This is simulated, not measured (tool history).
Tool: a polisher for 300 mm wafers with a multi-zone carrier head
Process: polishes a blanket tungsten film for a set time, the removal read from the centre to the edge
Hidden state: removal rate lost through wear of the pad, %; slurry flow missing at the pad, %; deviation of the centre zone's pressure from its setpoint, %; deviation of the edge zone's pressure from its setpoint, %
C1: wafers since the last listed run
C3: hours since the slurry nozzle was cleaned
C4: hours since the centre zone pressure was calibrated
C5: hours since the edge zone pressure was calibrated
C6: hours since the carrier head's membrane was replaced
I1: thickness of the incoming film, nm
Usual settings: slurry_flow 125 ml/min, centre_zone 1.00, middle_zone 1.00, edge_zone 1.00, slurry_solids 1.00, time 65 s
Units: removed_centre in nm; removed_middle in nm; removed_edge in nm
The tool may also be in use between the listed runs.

run 1 day=0.000 | slurry_flow=125 centre_zone=1.00 middle_zone=1.00 edge_zone=1.00 slurry_solids=1.00 time=65 | C1=0 wafers_polished_on_this_pad=803 C3=584.1 C4=487.7 C5=534.2 C6=444.1 | I1=1338.8 | removed_centre=202.9 removed_middle=202.0 removed_edge=218.4
-- day=0.504 worn pad replaced by a new one
run 2 day=0.571 | slurry_flow=125 centre_zone=1.00 middle_zone=1.00 edge_zone=1.00 slurry_solids=1.00 time=65 | C1=101 wafers_polished_on_this_pad=17 C3=597.8 C4=501.4 C5=547.9 C6=457.8 | I1=1343.8 | removed_centre=201.6 removed_middle=202.9 removed_edge=219.0
run 3 day=2.083 | slurry_flow=125 centre_zone=1.00 middle_zone=1.00 edge_zone=1.00 slurry_solids=1.00 time=65 | C1=380 wafers_polished_on_this_pad=397 C3=634.1 C4=537.7 C5=584.2 C6=494.1 | I1=1352.6 | removed_centre=195.2 removed_middle=199.3 removed_edge=217.6
run 4 day=2.588 | slurry_flow=125 centre_zone=1.00 middle_zone=1.08 edge_zone=0.96 slurry_solids=1.00 time=65 | C1=126 wafers_polished_on_this_pad=524 C3=646.2 C4=549.8 C5=596.3 C6=506.2 | I1=1365.6 | removed_centre=195.8 removed_middle=210.9 removed_edge=217.8
run 5 day=3.042 | slurry_flow=125 centre_zone=1.00 middle_zone=1.00 edge_zone=1.00 slurry_solids=1.00 time=65 | C1=114 wafers_polished_on_this_pad=638 C3=657.1 C4=560.7 C5=607.2 C6=517.1 | I1=1347.5 | removed_centre=196.7 removed_middle=199.4 removed_edge=218.0
run 6 day=3.779 | slurry_flow=125 centre_zone=1.07 middle_zone=1.00 edge_zone=1.00 slurry_solids=1.00 time=65 | C1=185 wafers_polished_on_this_pad=824 C3=674.8 C4=578.4 C5=624.9 C6=534.8 | I1=1357.5 | removed_centre=213.3 removed_middle=203.4 removed_edge=217.2
-- day=4.025 edge zone pressure recalibrated
-- day=4.096 centre zone pressure recalibrated
run 7 day=4.117 | slurry_flow=95 centre_zone=1.00 middle_zone=1.00 edge_zone=1.11 slurry_solids=1.00 time=65 | C1=46 wafers_polished_on_this_pad=870 C3=682.9 C4=0.5 C5=2.2 C6=542.9 | I1=1335.4 | removed_centre=167.9 removed_middle=174.7 removed_edge=206.1
-- day=4.421 slurry nozzle cleaned
-- day=4.500 worn pad replaced by a new one
run 8 day=4.621 | slurry_flow=125 centre_zone=1.00 middle_zone=1.00 edge_zone=1.06 slurry_solids=1.00 time=65 | C1=97 wafers_polished_on_this_pad=30 C3=4.8 C4=12.6 C5=14.3 C6=555.0 | I1=1337.6 | removed_centre=233.2 removed_middle=235.6 removed_edge=243.3
run 9 day=5.121 | slurry_flow=125 centre_zone=1.00 middle_zone=1.00 edge_zone=0.96 slurry_solids=1.00 time=45 | C1=125 wafers_polished_on_this_pad=156 C3=16.8 C4=24.6 C5=26.3 C6=567.0 | I1=1355.7 | removed_centre=163.3 removed_middle=163.0 removed_edge=163.5
-- day=5.725 carrier head's membrane replaced by a new one
run 10 day=5.746 | slurry_flow=125 centre_zone=1.00 middle_zone=1.00 edge_zone=1.00 slurry_solids=1.00 time=87 | C1=104 wafers_polished_on_this_pad=261 C3=31.8 C4=39.6 C5=41.3 C6=0.5 | I1=1354.6 | removed_centre=309.6 removed_middle=309.7 removed_edge=321.7
run 11 day=6.250 | slurry_flow=125 centre_zone=1.00 middle_zone=1.07 edge_zone=1.00 slurry_solids=1.00 time=65 | C1=126 wafers_polished_on_this_pad=387 C3=43.9 C4=51.7 C5=53.4 C6=12.6 | I1=1352.9 | removed_centre=233.6 removed_middle=239.9 removed_edge=237.8
run 12 day=6.529 | slurry_flow=125 centre_zone=1.00 middle_zone=1.00 edge_zone=1.00 slurry_solids=1.10 time=82 | C1=70 wafers_polished_on_this_pad=458 C3=50.6 C4=58.4 C5=60.1 C6=19.3 | I1=1351.8 | removed_centre=296.9 removed_middle=301.4 removed_edge=307.0
run 13 day=7.221 | slurry_flow=125 centre_zone=1.00 middle_zone=1.00 edge_zone=1.00 slurry_solids=1.00 time=50 | C1=174 wafers_polished_on_this_pad=632 C3=67.2 C4=75.0 C5=76.7 C6=35.9 | I1=1338.8 | removed_centre=176.0 removed_middle=177.5 removed_edge=180.3
run 14 day=7.579 | slurry_flow=125 centre_zone=1.00 middle_zone=1.00 edge_zone=1.00 slurry_solids=1.00 time=65 | C1=90 wafers_polished_on_this_pad=722 C3=75.8 C4=83.6 C5=85.3 C6=44.5 | I1=1358.4 | removed_centre=230.4 removed_middle=227.6 removed_edge=236.9
-- day=7.933 worn pad replaced by a new one
run 15 day=7.954 | slurry_flow=125 centre_zone=1.00 middle_zone=1.00 edge_zone=1.00 slurry_solids=1.00 time=65 | C1=52 wafers_polished_on_this_pad=5 C3=84.8 C4=92.6 C5=94.3 C6=53.5 | I1=1361.3 | removed_centre=225.9 removed_middle=225.5 removed_edge=236.8
run 16 day=8.200 | slurry_flow=80 centre_zone=1.00 middle_zone=1.00 edge_zone=1.00 slurry_solids=1.00 time=65 | C1=61 wafers_polished_on_this_pad=66 C3=90.7 C4=98.5 C5=100.2 C6=59.4 | I1=1337.0 | removed_centre=182.6 removed_middle=190.6 removed_edge=209.8
run 17 day=8.496 | slurry_flow=125 centre_zone=1.00 middle_zone=1.05 edge_zone=1.00 slurry_solids=1.00 time=52 | C1=74 wafers_polished_on_this_pad=141 C3=97.8 C4=105.6 C5=107.3 C6=66.5 | I1=1364.2 | removed_centre=183.4 removed_middle=185.6 removed_edge=188.7
run 18 day=8.762 | slurry_flow=85 centre_zone=0.89 middle_zone=1.00 edge_zone=1.00 slurry_solids=1.00 time=65 | C1=67 wafers_polished_on_this_pad=208 C3=104.2 C4=112.0 C5=113.7 C6=72.9 | I1=1352.4 | removed_centre=169.0 removed_middle=194.7 removed_edge=213.5
run 19 day=9.146 | slurry_flow=125 centre_zone=1.00 middle_zone=1.00 edge_zone=1.00 slurry_solids=1.00 time=65 | C1=96 wafers_polished_on_this_pad=304 C3=113.4 C4=121.2 C5=122.9 C6=82.1 | I1=1338.1 | removed_centre=220.9 removed_middle=224.7 removed_edge=232.4
run 20 day=9.692 | slurry_flow=125 centre_zone=1.00 middle_zone=1.00 edge_zone=1.00 slurry_solids=1.00 time=65 | C1=137 wafers_polished_on_this_pad=442 C3=126.5 C4=134.3 C5=136.0 C6=95.2 | I1=1339.8 | removed_centre=224.6 removed_middle=220.3 removed_edge=232.0
run 21 day=10.379 | slurry_flow=125 centre_zone=1.00 middle_zone=1.11 edge_zone=1.00 slurry_solids=0.90 time=52 | C1=172 wafers_polished_on_this_pad=615 C3=143.0 C4=150.8 C5=152.5 C6=111.7 | I1=1343.7 | removed_centre=171.3 removed_middle=180.9 removed_edge=180.8

Forecast each of these 5 alternatives for the next run:
run A day=10.396 | slurry_flow=125 centre_zone=1.00 middle_zone=1.00 edge_zone=0.97 slurry_solids=1.00 time=65 | C1=4 wafers_polished_on_this_pad=619 C3=143.4 C4=151.2 C5=152.9 C6=112.1 | I1=1335.4 | removed_centre=? removed_middle=? removed_edge=?
run B day=10.396 | slurry_flow=155 centre_zone=1.00 middle_zone=1.00 edge_zone=1.00 slurry_solids=1.00 time=65 | C1=4 wafers_polished_on_this_pad=619 C3=143.4 C4=151.2 C5=152.9 C6=112.1 | I1=1335.4 | removed_centre=? removed_middle=? removed_edge=?
run C day=10.396 | slurry_flow=125 centre_zone=1.00 middle_zone=1.10 edge_zone=0.89 slurry_solids=0.75 time=65 | C1=4 wafers_polished_on_this_pad=619 C3=143.4 C4=151.2 C5=152.9 C6=112.1 | I1=1335.4 | removed_centre=? removed_middle=? removed_edge=?
run D day=10.396 | slurry_flow=125 centre_zone=0.92 middle_zone=1.00 edge_zone=1.00 slurry_solids=1.00 time=65 | C1=4 wafers_polished_on_this_pad=619 C3=143.4 C4=151.2 C5=152.9 C6=112.1 | I1=1335.4 | removed_centre=? removed_middle=? removed_edge=?
run E day=10.396 | slurry_flow=125 centre_zone=0.88 middle_zone=1.00 edge_zone=1.00 slurry_solids=1.00 time=46 | C1=4 wafers_polished_on_this_pad=619 C3=143.4 C4=151.2 C5=152.9 C6=112.1 | I1=1335.4 | removed_centre=? removed_middle=? removed_edge=?

run=A removed_centre=224.8 removed_middle=220.7 removed_edge=229.2
run=B removed_centre=241.4 removed_middle=234.7 removed_edge=241.6
run=C removed_centre=210.5 removed_middle=216.8 removed_edge=208.2
run=D removed_centre=206.7 removed_middle=220.8 removed_edge=231.6
run=E removed_centre=139.9 removed_middle=156.3 removed_edge=163.9
Without the tool's hidden state the same runs would have given:
run=A removed_centre=246.4 removed_middle=239.0 removed_edge=242.0
run=B removed_centre=259.7 removed_middle=250.3 removed_edge=252.8
run=C removed_centre=230.7 removed_middle=234.7 removed_edge=219.9
run=D removed_centre=226.6 removed_middle=239.1 removed_edge=244.6
run=E removed_centre=153.3 removed_middle=169.2 removed_edge=173.1
